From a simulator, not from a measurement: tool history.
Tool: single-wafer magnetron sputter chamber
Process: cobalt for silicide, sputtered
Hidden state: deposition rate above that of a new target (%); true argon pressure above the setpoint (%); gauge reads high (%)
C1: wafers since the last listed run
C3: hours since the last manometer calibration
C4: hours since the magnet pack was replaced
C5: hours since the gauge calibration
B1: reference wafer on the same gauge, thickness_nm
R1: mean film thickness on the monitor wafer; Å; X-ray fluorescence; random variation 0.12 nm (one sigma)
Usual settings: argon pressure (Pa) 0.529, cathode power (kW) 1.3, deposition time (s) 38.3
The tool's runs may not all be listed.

run 1 hour=0 | argon_pressure_(Pa)=0.529 cathode_power_(kW)=1.3 deposition_time_(s)=38.3 | C1=0 wafers_on_the_sputter_target=3055 C3=812.7 C4=5839.9 C5=2147.1 | B1=31.627 | R1=272.5
run 2 hour=29.3 | argon_pressure_(Pa)=0.596 cathode_power_(kW)=1.3 deposition_time_(s)=42.5 | C1=888 wafers_on_the_sputter_target=3943 C3=842 C4=5869.2 C5=2176.4 | B1=31.598 | R1=294.18
run 3 hour=59.9 | argon_pressure_(Pa)=0.596 cathode_power_(kW)=1.3 deposition_time_(s)=42.5 | C1=927 wafers_on_the_sputter_target=4870 C3=872.6 C4=5899.8 C5=2207 | B1=31.616 | R1=292.51
run 4 hour=105.3 | argon_pressure_(Pa)=0.529 cathode_power_(kW)=1.3 deposition_time_(s)=38.3 | C1=1375 wafers_on_the_sputter_target=6246 C3=918 C4=5945.2 C5=2252.4 | B1=31.615 | R1=273.5
run 5 hour=144.8 | argon_pressure_(Pa)=0.529 cathode_power_(kW)=1.3 deposition_time_(s)=36.6 | C1=1197 wafers_on_the_sputter_target=7443 C3=957.5 C4=5984.7 C5=2291.9 | B1=31.668 | R1=259.58
-- hour=194.9 gauge calibrated
run 6 hour=204.4 | argon_pressure_(Pa)=0.529 cathode_power_(kW)=1.3 deposition_time_(s)=36.6 | C1=1806 wafers_on_the_sputter_target=9249 C3=1017.1 C4=6044.3 C5=9.5 | B1=29.679 | R1=243.86
run 7 hour=254.7 | argon_pressure_(Pa)=0.529 cathode_power_(kW)=1.3 deposition_time_(s)=38.3 | C1=1524 wafers_on_the_sputter_target=10774 C3=1067.4 C4=6094.6 C5=59.8 | B1=29.764 | R1=256.18
run 8 hour=292.2 | argon_pressure_(Pa)=0.529 cathode_power_(kW)=1.3 deposition_time_(s)=38.3 | C1=1136 wafers_on_the_sputter_target=11910 C3=1104.9 C4=6132.1 C5=97.3 | B1=29.804 | R1=257.04
run 9 hour=354.6 | argon_pressure_(Pa)=0.486 cathode_power_(kW)=1.3 deposition_time_(s)=32.5 | C1=1891 wafers_on_the_sputter_target=13802 C3=1167.3 C4=6194.5 C5=159.7 | B1=29.961 | R1=221.73
-- hour=373.7 magnet pack replaced
-- hour=377.1 sputter target and shields replaced
run 10 hour=382.6 | argon_pressure_(Pa)=0.372 cathode_power_(kW)=1.3 deposition_time_(s)=38.3 | C1=503 wafers_on_the_sputter_target=167 C3=1195.3 C4=8.9 C5=187.7 | B1=30.047 | R1=275.76
run 11 hour=426.2 | argon_pressure_(Pa)=0.372 cathode_power_(kW)=1.3 deposition_time_(s)=38.3 | C1=1321 wafers_on_the_sputter_target=1488 C3=1238.9 C4=52.5 C5=231.3 | B1=30.044 | R1=274.99
run 12 hour=489 | argon_pressure_(Pa)=0.372 cathode_power_(kW)=1.3 deposition_time_(s)=38.3 | C1=1903 wafers_on_the_sputter_target=3392 C3=1301.7 C4=115.3 C5=294.1 | B1=30.169 | R1=274.66
run 13 hour=540.8 | argon_pressure_(Pa)=0.361 cathode_power_(kW)=1.4 deposition_time_(s)=38.3 | C1=1569 wafers_on_the_sputter_target=4962 C3=1353.5 C4=167.1 C5=345.9 | B1=30.252 | R1=301.35
run 14 hour=604.4 | argon_pressure_(Pa)=0.361 cathode_power_(kW)=1.4 deposition_time_(s)=38.3 | C1=1927 wafers_on_the_sputter_target=6889 C3=1417.1 C4=230.7 C5=409.5 | B1=30.303 | R1=303.77
run 15 hour=658.3 | argon_pressure_(Pa)=0.529 cathode_power_(kW)=1.3 deposition_time_(s)=38.3 | C1=1633 wafers_on_the_sputter_target=8523 C3=1471 C4=284.6 C5=463.4 | B1=30.372 | R1=261.72
run 16 hour=702.3 | argon_pressure_(Pa)=0.529 cathode_power_(kW)=1.3 deposition_time_(s)=38.3 | C1=1333 wafers_on_the_sputter_target=9856 C3=1515 C4=328.6 C5=507.4 | B1=30.427 | R1=263.32
run 17 hour=738.9 | argon_pressure_(Pa)=0.666 cathode_power_(kW)=1.3 deposition_time_(s)=44.5 | C1=1109 wafers_on_the_sputter_target=10966 C3=1551.6 C4=365.2 C5=544 | B1=30.482 | R1=287.91
run 18 hour=785.4 | argon_pressure_(Pa)=0.459 cathode_power_(kW)=1.6 deposition_time_(s)=38.3 | C1=1409 wafers_on_the_sputter_target=12375 C3=1598.1 C4=411.7 C5=590.5 | B1=30.557 | R1=330.81
run 19 hour=814.3 | argon_pressure_(Pa)=0.465 cathode_power_(kW)=1.5 deposition_time_(s)=32.9 | C1=875 wafers_on_the_sputter_target=13251 C3=1627 C4=440.6 C5=619.4 | B1=30.55 | R1=267.05
run 20 hour=854.8 | argon_pressure_(Pa)=0.661 cathode_power_(kW)=1.4 deposition_time_(s)=45.1 | C1=1227 wafers_on_the_sputter_target=14478 C3=1667.5 C4=481.1 C5=659.9 | B1=30.599 | R1=316.41
run 21 hour=898.2 | argon_pressure_(Pa)=0.725 cathode_power_(kW)=1.3 deposition_time_(s)=38.3 | C1=1315 wafers_on_the_sputter_target=15794 C3=1710.9 C4=524.5 C5=703.3 | B1=30.628 | R1=242.22
-- hour=906.7 sputter target and shields replaced
run 22 hour=925.7 | argon_pressure_(Pa)=0.529 cathode_power_(kW)=1.3 deposition_time_(s)=38.3 | C1=590 wafers_on_the_sputter_target=574 C3=1738.4 C4=552 C5=730.8 | B1=30.704 | R1=265.38
run 23 hour=1107.4 | argon_pressure_(Pa)=0.529 cathode_power_(kW)=1.3 deposition_time_(s)=38.3 | C1=5506 wafers_on_the_sputter_target=6081 C3=1920.1 C4=733.7 C5=912.5 | B1=30.775 | R1=265.38
-- hour=1141.9 capacitance manometer re-zeroed and calibrated
run 24 hour=1175.2 | argon_pressure_(Pa)=0.486 cathode_power_(kW)=1.3 deposition_time_(s)=32.5 | C1=1812 wafers_on_the_sputter_target=7893 C3=33.3 C4=801.5 C5=980.3 | B1=30.843 | R1=230.34
run 25 hour=1229.9 | argon_pressure_(Pa)=0.529 cathode_power_(kW)=1.45 deposition_time_(s)=33.6 | C1=1657 wafers_on_the_sputter_target=9551 C3=88 C4=856.2 C5=1035 | B1=30.864 | R1=261.1
run 26 hour=1399.6 | argon_pressure_(Pa)=0.718 cathode_power_(kW)=1.15 deposition_time_(s)=38.3 | C1=5143 wafers_on_the_sputter_target=14694 C3=257.7 C4=1025.9 C5=1204.7 | B1=31.034 | R1=218.78
-- hour=1435.5 sputter target and shields replaced
run 27 hour=1436 | argon_pressure_(Pa)=0.635 cathode_power_(kW)=1.15 deposition_time_(s)=38.3 | C1=860 wafers_on_the_sputter_target=15 C3=294.1 C4=1062.3 C5=1241.1 | B1=30.97 | R1=225.7
run 28 hour=1455.6 | argon_pressure_(Pa)=0.724 cathode_power_(kW)=1 deposition_time_(s)=45.8 | C1=594 wafers_on_the_sputter_target=609 C3=313.7 C4=1081.9 C5=1260.7 | B1=31.032 | R1=228.37
run 29 hour=1506.8 | argon_pressure_(Pa)=0.529 cathode_power_(kW)=1.3 deposition_time_(s)=38.3 | C1=1551 wafers_on_the_sputter_target=2161 C3=364.9 C4=1133.1 C5=1311.9 | B1=31.052 | R1=266.9
run 30 hour=1570.9 | argon_pressure_(Pa)=0.529 cathode_power_(kW)=1.3 deposition_time_(s)=38.3 | C1=1942 wafers_on_the_sputter_target=4103 C3=429 C4=1197.2 C5=1376 | B1=31.091 | R1=269.27
run 31 hour=1618.1 | argon_pressure_(Pa)=0.529 cathode_power_(kW)=1.2 deposition_time_(s)=35 | C1=1430 wafers_on_the_sputter_target=5534 C3=476.2 C4=1244.4 C5=1423.2 | B1=31.091 | R1=225.26
run 32 hour=1653.7 | argon_pressure_(Pa)=0.629 cathode_power_(kW)=1.3 deposition_time_(s)=38.3 | C1=1078 wafers_on_the_sputter_target=6613 C3=511.8 C4=1280 C5=1458.8 | B1=31.057 | R1=258.02
run 33 hour=1688.9 | argon_pressure_(Pa)=0.465 cathode_power_(kW)=1.5 deposition_time_(s)=32.9 | C1=1066 wafers_on_the_sputter_target=7680 C3=547 C4=1315.2 C5=1494 | B1=31.102 | R1=271.87
run 34 hour=1737.1 | argon_pressure_(Pa)=0.529 cathode_power_(kW)=1.3 deposition_time_(s)=38.3 | C1=1460 wafers_on_the_sputter_target=9140 C3=595.2 C4=1363.4 C5=1542.2 | B1=31.118 | R1=265.81
run 35 hour=1796.9 | argon_pressure_(Pa)=0.529 cathode_power_(kW)=1.55 deposition_time_(s)=36.3 | C1=1812 wafers_on_the_sputter_target=10953 C3=655 C4=1423.2 C5=1602 | B1=31.171 | R1=299.74
run 36 hour=1824.1 | argon_pressure_(Pa)=0.529 cathode_power_(kW)=1.3 deposition_time_(s)=40.4 | C1=824 wafers_on_the_sputter_target=11777 C3=682.2 C4=1450.4 C5=1629.2 | B1=31.17 | R1=280.5

3 ways to go on from here, each from the tool as it stands after run 36. What would each give?
run A hour=1824.5 | argon_pressure_(Pa)=0.529 cathode_power_(kW)=1.3 deposition_time_(s)=38.3 | C1=12 wafers_on_the_sputter_target=11789 C3=682.6 C4=1450.8 C5=1629.6 | B1=? | R1=?
run B hour=1824.5 | argon_pressure_(Pa)=0.529 cathode_power_(kW)=1.15 deposition_time_(s)=35.5 | C1=12 wafers_on_the_sputter_target=11789 C3=682.6 C4=1450.8 C5=1629.6 | B1=? | R1=?
run C hour=1824.5 | argon_pressure_(Pa)=0.468 cathode_power_(kW)=1.05 deposition_time_(s)=30.7 | C1=12 wafers_on_the_sputter_target=11789 C3=682.6 C4=1450.8 C5=1629.6 | B1=? | R1=?

run=A B1=31.151 R1=268.74
run=B B1=31.151 R1=220.35
run=C B1=31.151 R1=178.61
Without the tool's hidden state the same runs would have given:
run=A R1=257
run=B R1=210.72
run=C R1=170.81

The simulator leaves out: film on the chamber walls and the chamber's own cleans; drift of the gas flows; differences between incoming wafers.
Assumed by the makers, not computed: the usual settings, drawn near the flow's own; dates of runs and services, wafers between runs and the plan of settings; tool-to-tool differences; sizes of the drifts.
